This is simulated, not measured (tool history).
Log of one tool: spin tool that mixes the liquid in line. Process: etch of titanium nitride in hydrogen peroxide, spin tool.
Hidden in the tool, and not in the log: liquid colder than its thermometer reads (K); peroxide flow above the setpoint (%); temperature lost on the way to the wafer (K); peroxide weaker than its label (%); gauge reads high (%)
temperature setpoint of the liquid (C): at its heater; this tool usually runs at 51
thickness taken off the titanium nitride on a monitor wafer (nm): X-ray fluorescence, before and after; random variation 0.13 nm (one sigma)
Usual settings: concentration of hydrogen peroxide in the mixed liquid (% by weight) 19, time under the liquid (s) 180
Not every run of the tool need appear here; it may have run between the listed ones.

run	day	temperature setpoint of the liquid (C)	concentration of hydrogen peroxide in the mixed liquid (% by weight)	time under the liquid (s)	wafers since the last listed run	hours since the thermometer was replaced	hours since the peroxide flow meter was replaced	hours since the heated supply line was repaired	hours since the drum of peroxide was connected	hours since the gauge calibration	read-back film thickness of the titanium nitride reference wafer, read on the same gauge (nm)	thickness taken off the titanium nitride on a monitor wafer (nm)
1	0	51	19	180	0	292.5	1182.6	1900.2	42.4	399.8	29.99	15.03
2	1.167	51	19	180	120	320.5	1210.6	1928.2	70.4	427.8	30	14.8
3	3.925	51	19	180	285	386.7	1276.8	1994.4	136.6	494	30	14.85
4	6.162	51	19	180	231	440.4	1330.5	2048.1	190.3	547.7	30	14.99
5	8.4	51	19	180	231	494.1	1384.2	2101.8	244	601.4	29.98	14.86
6	10.212	51	19	180	187	537.6	1427.7	2145.3	287.5	644.9	30.03	14.91
7	12.688	51	19	180	256	597	1487.1	2204.7	346.9	704.3	30.02	15.08
8	15.35	51	19	180	275	660.9	1551	2268.6	410.8	768.2	30.01	14.74
9	18.188	51	19	180	293	729	1619.1	2336.7	478.9	836.3	29.97	14.94
10	20.504	51	19	180	240	784.6	1674.7	2392.3	534.5	891.9	29.98	15.01
11	22.492	51	19	180	205	832.3	1722.4	2440	582.2	939.6	29.98	14.8
12	24.025	51	19	180	158	869.1	1759.2	2476.8	619	976.4	29.98	14.93
# day 27.842: new drum of peroxide connected
# day 30.229: peroxide flow meter replaced
13	30.95	51	19	265	708	1035.3	17.3	2643	74.6	1142.6	29.98	21.88
# day 32.088: heated supply line repaired
14	33.188	55.5	24	260	227	1089	71	26.4	128.3	1196.3	30.01	30.99
# day 33.688: gauge calibrated
15	34.258	47.5	22.5	240	110	1114.7	96.7	52.1	154	13.7	30	16.14
16	36.792	58	21	235	262	1175.5	157.5	112.9	214.8	74.5	29.99	32.95
17	38.533	51	19	180	180	1217.3	199.3	154.7	256.6	116.3	30.01	14.87
# day 41.271: thermometer replaced
18	41.483	53.5	14	285	301	5.1	270.1	225.5	327.4	187.1	29.99	26.53
19	42.929	51	16.5	145	149	39.8	304.8	260.2	362.1	221.8	30	11.64
20	44.279	51	16	265	139	72.2	337.2	292.6	394.5	254.2	30	21.15
21	46.967	56	23.5	120	278	136.7	401.7	357.1	459	318.7	30.02	14.59
22	48.954	51	19	180	205	184.4	449.4	404.8	506.7	366.4	30.02	15.03
23	51.117	51	19	180	224	236.3	501.3	456.7	558.6	418.3	29.98	14.94
24	52.854	51	19	180	180	278	543	498.4	600.3	460	29.99	14.87
25	54.588	51	19	180	179	319.6	584.6	540	641.9	501.6	29.98	14.67
26	55.95	54	15.5	225	141	352.3	617.3	572.7	674.6	534.3	29.99	21.99

Consider 3 possible next runs. They are alternatives, not a sequence: every one starts from the tool as it was left by run 26. What does each give?
A	55.971	51	19	180	2	352.8	617.8	573.2	675.1	534.8	?	?
B	55.971	51	23.5	245	2	352.8	617.8	573.2	675.1	534.8	?	?
C	55.971	46	22	255	2	352.8	617.8	573.2	675.1	534.8	?	?

run	read-back film thickness of the titanium nitride reference wafer, read on the same gauge (nm)	thickness taken off the titanium nitride on a monitor wafer (nm)
A	30.01	15
B	30.01	21.37
C	30.01	15.23
With no hidden state in the tool, these same runs would have given:
run	thickness taken off the titanium nitride on a monitor wafer (nm)
A	15
B	21.37
C	15.23
